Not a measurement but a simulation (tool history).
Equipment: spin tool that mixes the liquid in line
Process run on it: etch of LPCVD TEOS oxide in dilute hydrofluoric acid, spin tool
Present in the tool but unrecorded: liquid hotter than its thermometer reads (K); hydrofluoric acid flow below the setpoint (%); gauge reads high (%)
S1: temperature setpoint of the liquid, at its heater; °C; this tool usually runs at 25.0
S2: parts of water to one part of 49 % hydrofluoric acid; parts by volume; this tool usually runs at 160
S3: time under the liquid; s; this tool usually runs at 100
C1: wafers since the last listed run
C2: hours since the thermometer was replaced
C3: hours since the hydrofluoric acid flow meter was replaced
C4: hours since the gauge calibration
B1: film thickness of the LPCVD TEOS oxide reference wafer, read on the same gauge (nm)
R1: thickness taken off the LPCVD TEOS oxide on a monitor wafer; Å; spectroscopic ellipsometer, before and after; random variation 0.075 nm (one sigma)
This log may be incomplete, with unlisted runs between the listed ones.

run 1 hour=0.0 | S1=28.0 S2=160 S3=135 | C1=0 C2=1276.3 C3=811.4 C4=1301.6 | B1=139.99 | R1=172.8
run 2 hour=45.6 | S1=28.0 S2=160 S3=135 | C1=589 C2=1321.9 C3=857.0 C4=1347.2 | B1=139.98 | R1=173.1
run 3 hour=143.8 | S1=25.0 S2=160 S3=100 | C1=1268 C2=1420.1 C3=955.2 C4=1445.4 | B1=140.00 | R1=113.5
run 4 hour=182.3 | S1=22.0 S2=160 S3=100 | C1=497 C2=1458.6 C3=993.7 C4=1483.9 | B1=139.99 | R1=101.6
run 5 hour=239.8 | S1=22.0 S2=160 S3=100 | C1=743 C2=1516.1 C3=1051.2 C4=1541.4 | B1=139.99 | R1=102.0
run 6 hour=304.5 | S1=22.0 S2=160 S3=100 | C1=836 C2=1580.8 C3=1115.9 C4=1606.1 | B1=140.01 | R1=102.8
-- hour=311.3 thermometer replaced
run 7 hour=359.6 | S1=27.5 S2=160 S3=100 | C1=699 C2=48.3 C3=1171.0 C4=1661.2 | B1=140.01 | R1=116.6
run 8 hour=410.4 | S1=25.0 S2=130 S3=100 | C1=656 C2=99.1 C3=1221.8 C4=1712.0 | B1=139.96 | R1=135.2
run 9 hour=484.2 | S1=25.0 S2=115 S3=100 | C1=953 C2=172.9 C3=1295.6 C4=1785.8 | B1=140.01 | R1=155.7
run 10 hour=528.2 | S1=25.0 S2=115 S3=100 | C1=568 C2=216.9 C3=1339.6 C4=1829.8 | B1=140.00 | R1=155.4
run 11 hour=618.9 | S1=25.0 S2=115 S3=100 | C1=1172 C2=307.6 C3=1430.3 C4=1920.5 | B1=140.01 | R1=157.1
run 12 hour=677.3 | S1=25.0 S2=220 S3=100 | C1=754 C2=366.0 C3=1488.7 C4=1978.9 | B1=139.98 | R1=71.4
run 13 hour=763.5 | S1=25.0 S2=220 S3=100 | C1=1113 C2=452.2 C3=1574.9 C4=2065.1 | B1=140.00 | R1=71.8
run 14 hour=862.3 | S1=25.0 S2=220 S3=100 | C1=1276 C2=551.0 C3=1673.7 C4=2163.9 | B1=140.03 | R1=72.0
run 15 hour=1041.2 | S1=25.0 S2=160 S3=100 | C1=2311 C2=729.9 C3=1852.6 C4=2342.8 | B1=140.01 | R1=104.8
-- hour=1072.7 hydrofluoric acid flow meter replaced
run 16 hour=1126.5 | S1=25.0 S2=160 S3=65 | C1=1089 C2=815.2 C3=53.8 C4=2428.1 | B1=139.95 | R1=76.0
run 17 hour=1203.2 | S1=22.0 S2=160 S3=100 | C1=991 C2=891.9 C3=130.5 C4=2504.8 | B1=139.99 | R1=104.2
run 18 hour=1311.1 | S1=28.5 S2=200 S3=100 | C1=1394 C2=999.8 C3=238.4 C4=2612.7 | B1=140.00 | R1=100.5
run 19 hour=1358.3 | S1=20.5 S2=105 S3=70 | C1=609 C2=1047.0 C3=285.6 C4=2659.9 | B1=140.00 | R1=111.5
run 20 hour=1446.0 | S1=25.0 S2=160 S3=80 | C1=1133 C2=1134.7 C3=373.3 C4=2747.6 | B1=139.97 | R1=92.7
run 21 hour=1546.9 | S1=23.0 S2=160 S3=100 | C1=1303 C2=1235.6 C3=474.2 C4=2848.5 | B1=140.00 | R1=108.7
run 22 hour=1634.0 | S1=25.0 S2=190 S3=65 | C1=1125 C2=1322.7 C3=561.3 C4=2935.6 | B1=140.01 | R1=60.8
run 23 hour=1715.2 | S1=25.0 S2=160 S3=100 | C1=1049 C2=1403.9 C3=642.5 C4=3016.8 | B1=139.99 | R1=116.3
run 24 hour=1790.9 | S1=23.0 S2=135 S3=140 | C1=978 C2=1479.6 C3=718.2 C4=3092.5 | B1=140.01 | R1=185.8
-- hour=1808.4 gauge calibrated
-- hour=1816.2 thermometer replaced
run 25 hour=2088.0 | S1=28.5 S2=195 S3=45 | C1=3826 C2=271.8 C3=1015.3 C4=279.6 | B1=140.00 | R1=43.0
run 26 hour=2171.0 | S1=25.0 S2=160 S3=130 | C1=1072 C2=354.8 C3=1098.3 C4=362.6 | B1=139.99 | R1=140.1
run 27 hour=2250.8 | S1=25.0 S2=160 S3=100 | C1=1031 C2=434.6 C3=1178.1 C4=442.4 | B1=139.97 | R1=107.9
run 28 hour=2287.3 | S1=25.0 S2=160 S3=100 | C1=471 C2=471.1 C3=1214.6 C4=478.9 | B1=139.99 | R1=108.2
run 29 hour=2329.0 | S1=28.5 S2=95 S3=100 | C1=538 C2=512.8 C3=1256.3 C4=520.6 | B1=140.00 | R1=224.5
run 30 hour=2412.2 | S1=25.0 S2=160 S3=65 | C1=1075 C2=596.0 C3=1339.5 C4=603.8 | B1=139.99 | R1=70.2
run 31 hour=2454.8 | S1=25.0 S2=160 S3=100 | C1=550 C2=638.6 C3=1382.1 C4=646.4 | B1=139.98 | R1=109.7
run 32 hour=2701.7 | S1=25.0 S2=95 S3=100 | C1=3190 C2=885.5 C3=1629.0 C4=893.3 | B1=140.01 | R1=198.1
run 33 hour=2756.9 | S1=25.0 S2=80 S3=100 | C1=713 C2=940.7 C3=1684.2 C4=948.5 | B1=139.99 | R1=238.2
-- hour=2824.5 hydrofluoric acid flow meter replaced
run 34 hour=2835.6 | S1=27.0 S2=160 S3=100 | C1=1004 C2=1019.4 C3=11.1 C4=1027.2 | B1=140.02 | R1=125.0

Consider 3 possible next runs. They are alternatives, not a sequence: every one starts from the tool as it was left by run 34. What does each give?
run A hour=2836.0 | S1=25.0 S2=160 S3=155 | C1=5 C2=1019.8 C3=11.5 C4=1027.6 | B1=? | R1=?
run B hour=2836.0 | S1=27.5 S2=125 S3=80 | C1=5 C2=1019.8 C3=11.5 C4=1027.6 | B1=? | R1=?
run C hour=2836.0 | S1=25.0 S2=185 S3=40 | C1=5 C2=1019.8 C3=11.5 C4=1027.6 | B1=? | R1=?

run=A B1=140.00 R1=180.0
run=B B1=140.00 R1=136.3
run=C B1=140.00 R1=39.0
Without the tool's unlogged condition, the same runs would have read:
run=A R1=171.2
run=B R1=129.6
run=C R1=37.1

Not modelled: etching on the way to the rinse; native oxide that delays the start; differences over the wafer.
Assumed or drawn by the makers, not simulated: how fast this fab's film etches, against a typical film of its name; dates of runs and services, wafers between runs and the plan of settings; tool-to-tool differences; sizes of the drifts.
